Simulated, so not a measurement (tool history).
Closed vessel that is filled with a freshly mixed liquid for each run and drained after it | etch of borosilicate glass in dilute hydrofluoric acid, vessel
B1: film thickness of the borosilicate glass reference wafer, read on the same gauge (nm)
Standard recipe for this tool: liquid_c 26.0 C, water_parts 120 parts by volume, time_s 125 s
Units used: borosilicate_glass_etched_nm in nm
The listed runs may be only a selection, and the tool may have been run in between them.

{"run": 1, "hour": 0.0, "liquid_c": 26.0, "water_parts": 120, "time_s": 125, "B1": 99.99, "borosilicate_glass_etched_nm": 28.36}
{"run": 2, "hour": 83.5, "liquid_c": 26.0, "water_parts": 100, "time_s": 125, "B1": 100.0, "borosilicate_glass_etched_nm": 34.68}
{"run": 3, "hour": 118.4, "liquid_c": 26.0, "water_parts": 120, "time_s": 185, "B1": 100.0, "borosilicate_glass_etched_nm": 41.66}
{"run": 4, "hour": 150.8, "liquid_c": 26.0, "water_parts": 120, "time_s": 185, "B1": 100.02, "borosilicate_glass_etched_nm": 42.02}
{"run": 5, "hour": 189.4, "liquid_c": 26.0, "water_parts": 120, "time_s": 185, "B1": 99.97, "borosilicate_glass_etched_nm": 41.91}
{"run": 6, "hour": 247.8, "liquid_c": 26.0, "water_parts": 120, "time_s": 125, "B1": 100.02, "borosilicate_glass_etched_nm": 28.3}
{"run": 7, "hour": 277.6, "liquid_c": 23.0, "water_parts": 120, "time_s": 125, "B1": 100.04, "borosilicate_glass_etched_nm": 25.18}
{"run": 8, "hour": 347.0, "liquid_c": 26.0, "water_parts": 120, "time_s": 125, "B1": 100.02, "borosilicate_glass_etched_nm": 28.47}
{"run": 9, "hour": 397.2, "liquid_c": 26.0, "water_parts": 120, "time_s": 125, "B1": 100.03, "borosilicate_glass_etched_nm": 28.45}
{"run": 10, "hour": 448.3, "liquid_c": 28.5, "water_parts": 120, "time_s": 125, "B1": 100.0, "borosilicate_glass_etched_nm": 31.16}
{"run": 11, "hour": 515.3, "liquid_c": 26.0, "water_parts": 120, "time_s": 125, "B1": 99.99, "borosilicate_glass_etched_nm": 28.37}
{"run": 12, "hour": 564.9, "liquid_c": 22.5, "water_parts": 80, "time_s": 85, "B1": 100.03, "borosilicate_glass_etched_nm": 26.53}
{"run": 13, "hour": 595.3, "liquid_c": 29.0, "water_parts": 85, "time_s": 125, "B1": 100.02, "borosilicate_glass_etched_nm": 47.18}
{"run": 14, "hour": 624.3, "liquid_c": 26.0, "water_parts": 120, "time_s": 80, "B1": 99.99, "borosilicate_glass_etched_nm": 18.23}
{"run": 15, "hour": 689.3, "liquid_c": 24.0, "water_parts": 165, "time_s": 65, "B1": 100.01, "borosilicate_glass_etched_nm": 9.46}
{"run": 16, "hour": 801.2, "liquid_c": 26.0, "water_parts": 75, "time_s": 125, "B1": 100.03, "borosilicate_glass_etched_nm": 48.38}
{"run": 17, "hour": 976.3, "liquid_c": 28.5, "water_parts": 120, "time_s": 75, "B1": 100.01, "borosilicate_glass_etched_nm": 18.8}
{"run": 18, "hour": 1036.0, "liquid_c": 24.5, "water_parts": 150, "time_s": 85, "B1": 100.0, "borosilicate_glass_etched_nm": 14.2}
{"run": 19, "hour": 1096.0, "liquid_c": 26.0, "water_parts": 175, "time_s": 125, "B1": 99.99, "borosilicate_glass_etched_nm": 18.33}
{"run": 20, "hour": 1160.3, "liquid_c": 27.5, "water_parts": 65, "time_s": 125, "B1": 99.99, "borosilicate_glass_etched_nm": 57.88}
{"run": 21, "hour": 1228.6, "liquid_c": 26.0, "water_parts": 135, "time_s": 125, "B1": 100.03, "borosilicate_glass_etched_nm": 24.02}
{"run": 22, "hour": 1280.4, "liquid_c": 26.0, "water_parts": 120, "time_s": 100, "B1": 100.03, "borosilicate_glass_etched_nm": 21.98}
{"run": 23, "hour": 1339.7, "liquid_c": 26.0, "water_parts": 120, "time_s": 125, "B1": 100.02, "borosilicate_glass_etched_nm": 27.56}
{"run": 24, "hour": 1397.7, "liquid_c": 24.5, "water_parts": 140, "time_s": 165, "B1": 100.03, "borosilicate_glass_etched_nm": 28.78}
{"run": 25, "hour": 1459.2, "liquid_c": 26.0, "water_parts": 120, "time_s": 125, "B1": 100.01, "borosilicate_glass_etched_nm": 27.59}
{"run": 26, "hour": 1521.8, "liquid_c": 21.5, "water_parts": 65, "time_s": 125, "B1": 99.97, "borosilicate_glass_etched_nm": 45.62}
{"run": 27, "hour": 1592.4, "liquid_c": 26.0, "water_parts": 120, "time_s": 125, "B1": 100.02, "borosilicate_glass_etched_nm": 27.77}
{"run": 28, "hour": 1627.0, "liquid_c": 28.5, "water_parts": 140, "time_s": 85, "B1": 99.99, "borosilicate_glass_etched_nm": 17.28}
{"run": 29, "hour": 1651.6, "liquid_c": 24.0, "water_parts": 80, "time_s": 125, "B1": 99.98, "borosilicate_glass_etched_nm": 40.29}
{"run": 30, "hour": 1691.7, "liquid_c": 26.0, "water_parts": 120, "time_s": 125, "B1": 99.96, "borosilicate_glass_etched_nm": 27.67}
{"run": 31, "hour": 1743.6, "liquid_c": 21.5, "water_parts": 80, "time_s": 170, "B1": 99.97, "borosilicate_glass_etched_nm": 49.57}
{"run": 32, "hour": 1786.2, "liquid_c": 26.0, "water_parts": 70, "time_s": 65, "B1": 100.02, "borosilicate_glass_etched_nm": 26.52}

The log once held 5 entries between its listed runs, left out of this copy. Where does each go, and what is different about the tool's unlogged condition between the listed run before it and the listed run after it?
Run 9 -> run 10: gauge calibrated (hour 447.7)
  liquid hotter than its thermometer reads (K): 0.93 -> 0.949
  difference, measured minus the result without the unlogged condition, borosilicate_glass_etched_nm: +0.99 -> +1.08 nm
Run 11 -> run 12: hydrofluoric acid flow meter replaced (hour 527.1)
  liquid hotter than its thermometer reads (K): 0.975 -> 0.993
  difference, measured minus the result without the unlogged condition, borosilicate_glass_etched_nm: +1.03 -> +1.04 nm
Run 19 -> run 20: hydrofluoric acid flow meter replaced (hour 1116.4); thermometer replaced (hour 1156.2)
  liquid hotter than its thermometer reads (K): 1.19 -> 0.0766
  difference, measured minus the result without the unlogged condition, borosilicate_glass_etched_nm: +0.78 -> +0.18 nm
Run 30 -> run 31: hydrofluoric acid flow meter replaced (hour 1702.8)
  liquid hotter than its thermometer reads (K): 0.277 -> 0.297
  difference, measured minus the result without the unlogged condition, borosilicate_glass_etched_nm: +0.29 -> +0.60 nm
